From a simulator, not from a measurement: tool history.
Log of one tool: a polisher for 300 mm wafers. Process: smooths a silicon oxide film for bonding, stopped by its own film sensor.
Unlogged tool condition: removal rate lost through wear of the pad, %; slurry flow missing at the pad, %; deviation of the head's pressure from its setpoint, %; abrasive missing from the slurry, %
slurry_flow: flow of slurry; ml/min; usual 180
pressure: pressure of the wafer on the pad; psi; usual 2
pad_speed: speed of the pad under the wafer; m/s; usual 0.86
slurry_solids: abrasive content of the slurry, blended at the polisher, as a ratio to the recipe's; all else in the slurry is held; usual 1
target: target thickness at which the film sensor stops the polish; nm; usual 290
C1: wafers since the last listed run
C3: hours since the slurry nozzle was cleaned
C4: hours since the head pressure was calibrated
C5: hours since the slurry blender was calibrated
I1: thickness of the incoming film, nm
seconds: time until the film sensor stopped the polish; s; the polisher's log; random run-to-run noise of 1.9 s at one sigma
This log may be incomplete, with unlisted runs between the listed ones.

run 1 hour=0 | slurry_flow=180 pressure=2 pad_speed=0.86 slurry_solids=1 target=290 | C1=0 wafers_polished_on_this_pad=2089 C3=568.7 C4=155 C5=13.2 | I1=366.4 | seconds=136.5
-- hour=84.8 slurry nozzle cleaned
run 2 hour=143 | slurry_flow=180 pressure=2 pad_speed=0.86 slurry_solids=1 target=290 | C1=1138 wafers_polished_on_this_pad=3227 C3=58.2 C4=298 C5=156.2 | I1=359.1 | seconds=124
run 3 hour=236.8 | slurry_flow=180 pressure=2 pad_speed=0.86 slurry_solids=0.8 target=290 | C1=751 wafers_polished_on_this_pad=3979 C3=152 C4=391.8 C5=250 | I1=356.6 | seconds=135
run 4 hour=335.7 | slurry_flow=180 pressure=2 pad_speed=0.86 slurry_solids=0.8 target=290 | C1=792 wafers_polished_on_this_pad=4771 C3=250.9 C4=490.7 C5=348.9 | I1=359.3 | seconds=142
-- hour=389.1 worn pad replaced by a new one
run 5 hour=394.3 | slurry_flow=180 pressure=2 pad_speed=0.76 slurry_solids=1 target=290 | C1=437 wafers_polished_on_this_pad=41 C3=309.5 C4=549.3 C5=407.5 | I1=361.4 | seconds=140.2
run 6 hour=495.7 | slurry_flow=180 pressure=2.4 pad_speed=0.86 slurry_solids=1 target=290 | C1=812 wafers_polished_on_this_pad=854 C3=410.9 C4=650.7 C5=508.9 | I1=362.5 | seconds=113.3
run 7 hour=545.2 | slurry_flow=180 pressure=2.4 pad_speed=0.86 slurry_solids=1 target=290 | C1=396 wafers_polished_on_this_pad=1251 C3=460.4 C4=700.2 C5=558.4 | I1=361.9 | seconds=114.6
-- hour=577.5 slurry blender recalibrated
run 8 hour=621.5 | slurry_flow=180 pressure=2.4 pad_speed=0.86 slurry_solids=1 target=290 | C1=595 wafers_polished_on_this_pad=1846 C3=536.7 C4=776.5 C5=44 | I1=367.7 | seconds=122.2
run 9 hour=677.6 | slurry_flow=180 pressure=2 pad_speed=0.62 slurry_solids=1 target=290 | C1=449 wafers_polished_on_this_pad=2296 C3=592.8 C4=832.6 C5=100.1 | I1=353 | seconds=148.9
run 10 hour=771.6 | slurry_flow=180 pressure=2 pad_speed=0.62 slurry_solids=1 target=290 | C1=753 wafers_polished_on_this_pad=3049 C3=686.8 C4=926.6 C5=194.1 | I1=356.7 | seconds=156.9
-- hour=807.2 slurry nozzle cleaned
run 11 hour=851.4 | slurry_flow=180 pressure=2 pad_speed=0.62 slurry_solids=1 target=290 | C1=631 wafers_polished_on_this_pad=3681 C3=44.2 C4=1006.4 C5=273.9 | I1=357.6 | seconds=157.2
run 12 hour=925.7 | slurry_flow=180 pressure=2 pad_speed=0.86 slurry_solids=1 target=290 | C1=595 wafers_polished_on_this_pad=4277 C3=118.5 C4=1080.7 C5=348.2 | I1=358.6 | seconds=125.3
run 13 hour=979.8 | slurry_flow=180 pressure=2 pad_speed=1.14 slurry_solids=1 target=312 | C1=433 wafers_polished_on_this_pad=4710 C3=172.6 C4=1134.8 C5=402.3 | I1=361.8 | seconds=72
-- hour=1012.1 worn pad replaced by a new one
-- hour=1020.9 head pressure recalibrated
run 14 hour=1072.7 | slurry_flow=180 pressure=2.2 pad_speed=0.86 slurry_solids=1 target=290 | C1=696 wafers_polished_on_this_pad=470 C3=265.5 C4=51.8 C5=495.2 | I1=363.9 | seconds=125.2
run 15 hour=1118.1 | slurry_flow=180 pressure=2.4 pad_speed=0.86 slurry_solids=1 target=290 | C1=363 wafers_polished_on_this_pad=834 C3=310.9 C4=97.2 C5=540.6 | I1=361.5 | seconds=114.9
run 16 hour=1184.6 | slurry_flow=125 pressure=2 pad_speed=0.62 slurry_solids=1 target=278 | C1=533 wafers_polished_on_this_pad=1367 C3=377.4 C4=163.7 C5=607.1 | I1=354.5 | seconds=191.1
-- hour=1208.8 slurry blender recalibrated
run 17 hour=1266.6 | slurry_flow=180 pressure=2.4 pad_speed=1.08 slurry_solids=1 target=290 | C1=641 wafers_polished_on_this_pad=2008 C3=459.4 C4=245.7 C5=57.8 | I1=367.4 | seconds=102.8
run 18 hour=1326.4 | slurry_flow=180 pressure=2.3 pad_speed=0.86 slurry_solids=1 target=290 | C1=479 wafers_polished_on_this_pad=2487 C3=519.2 C4=305.5 C5=117.6 | I1=353.8 | seconds=101.2
run 19 hour=1384.1 | slurry_flow=150 pressure=2 pad_speed=0.86 slurry_solids=1 target=290 | C1=462 wafers_polished_on_this_pad=2950 C3=576.9 C4=363.2 C5=175.3 | I1=359.7 | seconds=128.7
run 20 hour=1488.1 | slurry_flow=225 pressure=2 pad_speed=0.74 slurry_solids=0.7 target=275 | C1=833 wafers_polished_on_this_pad=3783 C3=680.9 C4=467.2 C5=279.3 | I1=353.7 | seconds=194.3
-- hour=1508 slurry nozzle cleaned
-- hour=1564.3 worn pad replaced by a new one
run 21 hour=1564.8 | slurry_flow=180 pressure=2 pad_speed=0.86 slurry_solids=1 target=290 | C1=574 wafers_polished_on_this_pad=3 C3=56.8 C4=543.9 C5=356 | I1=355.4 | seconds=117.1
run 22 hour=1668 | slurry_flow=180 pressure=1.8 pad_speed=0.74 slurry_solids=1.2 target=303 | C1=827 wafers_polished_on_this_pad=830 C3=160 C4=647.1 C5=459.2 | I1=361.9 | seconds=120.8
run 23 hour=1741.3 | slurry_flow=120 pressure=1.8 pad_speed=0.86 slurry_solids=0.85 target=278 | C1=587 wafers_polished_on_this_pad=1418 C3=233.3 C4=720.4 C5=532.5 | I1=362.2 | seconds=188.3
-- hour=1791.2 slurry blender recalibrated
run 24 hour=1899.4 | slurry_flow=215 pressure=2 pad_speed=0.86 slurry_solids=1.1 target=290 | C1=1251 wafers_polished_on_this_pad=2669 C3=391.4 C4=878.5 C5=108.2 | I1=355.1 | seconds=109.2
run 25 hour=1975.1 | slurry_flow=180 pressure=2 pad_speed=0.86 slurry_solids=0.75 target=290 | C1=606 wafers_polished_on_this_pad=3276 C3=467.1 C4=954.2 C5=183.9 | I1=367.7 | seconds=164.3
run 26 hour=2045.9 | slurry_flow=180 pressure=2.4 pad_speed=0.86 slurry_solids=1 target=290 | C1=567 wafers_polished_on_this_pad=3844 C3=537.9 C4=1025 C5=254.7 | I1=360.4 | seconds=111.6
-- hour=2077.7 worn pad replaced by a new one
run 27 hour=2122.6 | slurry_flow=180 pressure=2 pad_speed=0.86 slurry_solids=1 target=290 | C1=582 wafers_polished_on_this_pad=360 C3=614.6 C4=1101.7 C5=331.4 | I1=366.9 | seconds=139.8
run 28 hour=2163.3 | slurry_flow=180 pressure=2 pad_speed=0.86 slurry_solids=1 target=290 | C1=326 wafers_polished_on_this_pad=686 C3=655.3 C4=1142.4 C5=372.1 | I1=363.5 | seconds=132.4
run 29 hour=2245.4 | slurry_flow=180 pressure=2 pad_speed=0.86 slurry_solids=1.1 target=290 | C1=658 wafers_polished_on_this_pad=1344 C3=737.4 C4=1224.5 C5=454.2 | I1=362.3 | seconds=128.6

Branching from run 29: 5 alternative next runs. What would each branch give?
run A hour=2245.9 | slurry_flow=180 pressure=2 pad_speed=0.86 slurry_solids=1 target=290 | C1=4 wafers_polished_on_this_pad=1348 C3=737.9 C4=1225 C5=454.7 | I1=359.9 | seconds=?
run B hour=2245.9 | slurry_flow=205 pressure=2 pad_speed=0.86 slurry_solids=1 target=290 | C1=4 wafers_polished_on_this_pad=1348 C3=737.9 C4=1225 C5=454.7 | I1=359.9 | seconds=?
run C hour=2245.9 | slurry_flow=150 pressure=2 pad_speed=0.66 slurry_solids=1 target=280 | C1=4 wafers_polished_on_this_pad=1348 C3=737.9 C4=1225 C5=454.7 | I1=359.9 | seconds=?
run D hour=2245.9 | slurry_flow=245 pressure=2 pad_speed=0.86 slurry_solids=0.75 target=270 | C1=4 wafers_polished_on_this_pad=1348 C3=737.9 C4=1225 C5=454.7 | I1=359.9 | seconds=?
run E hour=2245.9 | slurry_flow=180 pressure=1.4 pad_speed=0.86 slurry_solids=1 target=270 | C1=4 wafers_polished_on_this_pad=1348 C3=737.9 C4=1225 C5=454.7 | I1=359.9 | seconds=?

run=A seconds=125.7
run=B seconds=123.6
run=C seconds=181.5
run=D seconds=182.6
run=E seconds=206.2
Without the tool's unlogged condition, the same runs would have read:
run=A seconds=125.7
run=B seconds=123.6
run=C seconds=181.5
run=D seconds=182.6
run=E seconds=206.2
